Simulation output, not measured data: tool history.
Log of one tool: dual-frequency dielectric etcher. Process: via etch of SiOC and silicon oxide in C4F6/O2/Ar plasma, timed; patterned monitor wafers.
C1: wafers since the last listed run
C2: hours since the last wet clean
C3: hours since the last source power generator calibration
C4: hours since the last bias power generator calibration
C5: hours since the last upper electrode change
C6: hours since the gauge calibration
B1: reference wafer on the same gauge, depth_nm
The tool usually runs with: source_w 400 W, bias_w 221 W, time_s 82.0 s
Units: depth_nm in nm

run 1 hour=0.0 | source_w=460 bias_w=221 time_s=82.0 | C1=0 C2=83.0 C3=891.9 C4=1950.1 C5=5808.7 C6=105.8 | B1=108.0 | depth_nm=119.1
run 2 hour=62.7 | source_w=460 bias_w=221 time_s=82.0 | C1=885 C2=145.7 C3=954.6 C4=2012.8 C5=5871.4 C6=168.5 | B1=107.9 | depth_nm=118.8
run 3 hour=170.5 | source_w=460 bias_w=221 time_s=82.0 | C1=1521 C2=253.5 C3=1062.4 C4=2120.6 C5=5979.2 C6=276.3 | B1=108.1 | depth_nm=119.4
run 4 hour=256.3 | source_w=400 bias_w=221 time_s=82.0 | C1=1211 C2=339.3 C3=1148.2 C4=2206.4 C5=6065.0 C6=362.1 | B1=108.0 | depth_nm=113.5
-- hour=490.6 wet clean of the chamber
run 5 hour=506.7 | source_w=400 bias_w=221 time_s=82.0 | C1=3195 C2=16.1 C3=1398.6 C4=2456.8 C5=6315.4 C6=612.5 | B1=108.0 | depth_nm=113.9
-- hour=560.9 source power generator calibrated
-- hour=568.2 upper electrode replaced
run 6 hour=568.7 | source_w=400 bias_w=221 time_s=82.0 | C1=715 C2=78.1 C3=7.8 C4=2518.8 C5=0.5 C6=674.5 | B1=108.0 | depth_nm=112.7
run 7 hour=602.2 | source_w=430 bias_w=221 time_s=82.0 | C1=472 C2=111.6 C3=41.3 C4=2552.3 C5=34.0 C6=708.0 | B1=108.0 | depth_nm=115.7
-- hour=667.7 bias power generator calibrated
run 8 hour=698.7 | source_w=430 bias_w=221 time_s=82.0 | C1=1305 C2=208.1 C3=137.8 C4=31.0 C5=130.5 C6=804.5 | B1=108.0 | depth_nm=115.4
run 9 hour=798.2 | source_w=370 bias_w=247 time_s=60.5 | C1=1404 C2=307.6 C3=237.3 C4=130.5 C5=230.0 C6=904.0 | B1=108.0 | depth_nm=82.7
run 10 hour=853.4 | source_w=330 bias_w=203 time_s=82.0 | C1=779 C2=362.8 C3=292.5 C4=185.7 C5=285.2 C6=959.2 | B1=108.0 | depth_nm=103.3
-- hour=878.2 gauge calibrated
run 11 hour=943.9 | source_w=400 bias_w=221 time_s=82.0 | C1=1277 C2=453.3 C3=383.0 C4=276.2 C5=375.7 C6=65.7 | B1=108.0 | depth_nm=112.8
-- hour=1057.4 wet clean of the chamber
run 12 hour=1149.7 | source_w=440 bias_w=202 time_s=62.5 | C1=2566 C2=92.3 C3=588.8 C4=482.0 C5=581.5 C6=271.5 | B1=108.0 | depth_nm=87.6
run 13 hour=1187.2 | source_w=320 bias_w=221 time_s=62.0 | C1=529 C2=129.8 C3=626.3 C4=519.5 C5=619.0 C6=309.0 | B1=107.9 | depth_nm=78.8
run 14 hour=1284.6 | source_w=400 bias_w=221 time_s=82.0 | C1=1374 C2=227.2 C3=723.7 C4=616.9 C5=716.4 C6=406.4 | B1=108.0 | depth_nm=112.9
run 15 hour=1342.1 | source_w=400 bias_w=221 time_s=82.0 | C1=811 C2=284.7 C3=781.2 C4=674.4 C5=773.9 C6=463.9 | B1=108.1 | depth_nm=113.0
run 16 hour=1428.3 | source_w=350 bias_w=221 time_s=94.0 | C1=1216 C2=370.9 C3=867.4 C4=760.6 C5=860.1 C6=550.1 | B1=107.9 | depth_nm=123.7

Below are 4 alternative next runs, each starting from the tool's condition after run 16. Predict each:
run A hour=1428.7 | source_w=400 bias_w=249 time_s=82.0 | C1=5 C2=371.3 C3=867.8 C4=761.0 C5=860.5 C6=550.5 | B1=? | depth_nm=?
run B hour=1428.7 | source_w=400 bias_w=267 time_s=98.5 | C1=5 C2=371.3 C3=867.8 C4=761.0 C5=860.5 C6=550.5 | B1=? | depth_nm=?
run C hour=1428.7 | source_w=360 bias_w=174 time_s=74.5 | C1=5 C2=371.3 C3=867.8 C4=761.0 C5=860.5 C6=550.5 | B1=? | depth_nm=?
run D hour=1428.7 | source_w=430 bias_w=204 time_s=93.5 | C1=5 C2=371.3 C3=867.8 C4=761.0 C5=860.5 C6=550.5 | B1=? | depth_nm=?

run=A B1=108.0 depth_nm=115.4
run=B B1=108.0 depth_nm=140.7
run=C B1=108.0 depth_nm=94.4
run=D B1=108.0 depth_nm=130.0
Without the tool's unlogged condition, the same runs would have read:
run=A depth_nm=114.8
run=B depth_nm=140.0
run=C depth_nm=94.0
run=D depth_nm=129.3
